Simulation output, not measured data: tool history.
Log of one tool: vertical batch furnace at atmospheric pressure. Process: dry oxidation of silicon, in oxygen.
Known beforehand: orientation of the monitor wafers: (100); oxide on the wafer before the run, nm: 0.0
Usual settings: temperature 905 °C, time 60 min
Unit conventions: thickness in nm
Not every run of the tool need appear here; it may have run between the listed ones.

run,hour,temperature,time,"read-back reference wafer on the same gauge, thickness",thickness
1,0,894,60,22.54,18.04
2,29.7,905,60,22.52,19.95
3,49.3,905,60,22.45,19.96
4,104.3,905,60,22.47,19.96
5,139.6,905,60,22.43,19.86
6,174.7,905,60,22.41,20.02
7,190,905,36.5,22.4,14.23
8,209,905,60,22.37,19.76
# hour 228.7: gauge calibrated
9,238.5,905,60,23.07,20.48
10,266.6,905,60,22.99,20.44
11,284.5,905,60,23.07,20.42
12,319.2,889,69.5,23.01,19.04
13,341,923,71.5,22.93,27.37
14,355.2,905,60,22.93,20.38
# hour 387.4: thermocouples replaced and temperature profile calibrated
# hour 401: boat lift adjusted
15,401.5,928,42,22.92,20.25
16,419,919,38.5,22.84,17.4
17,445.6,905,86.5,22.87,25.97
18,473.5,925,60,22.91,24.85
19,509.3,905,60,22.78,20.38
20,543.2,905,60,22.74,20.22
21,566.2,896,41,22.78,14.28
22,594.2,897,81,22.74,22.66
23,608.8,905,60,22.71,20.19

Here are 5 independent what-if runs from the current tool condition. What would each one return?
A,613.5,905,60,?,?
B,613.5,881,77.5,?,?
C,613.5,912,69.5,?,?
D,613.5,914,78.5,?,?
E,613.5,912,52.5,?,?

run,"read-back reference wafer on the same gauge, thickness",thickness
A,22.76,20.34
B,22.76,18.79
C,22.76,24.03
D,22.76,26.56
E,22.76,19.98
Stripped of hidden state, with their random variation kept, the same runs would have yielded:
run,thickness
A,20.59
B,19.02
C,24.33
D,26.9
E,20.23
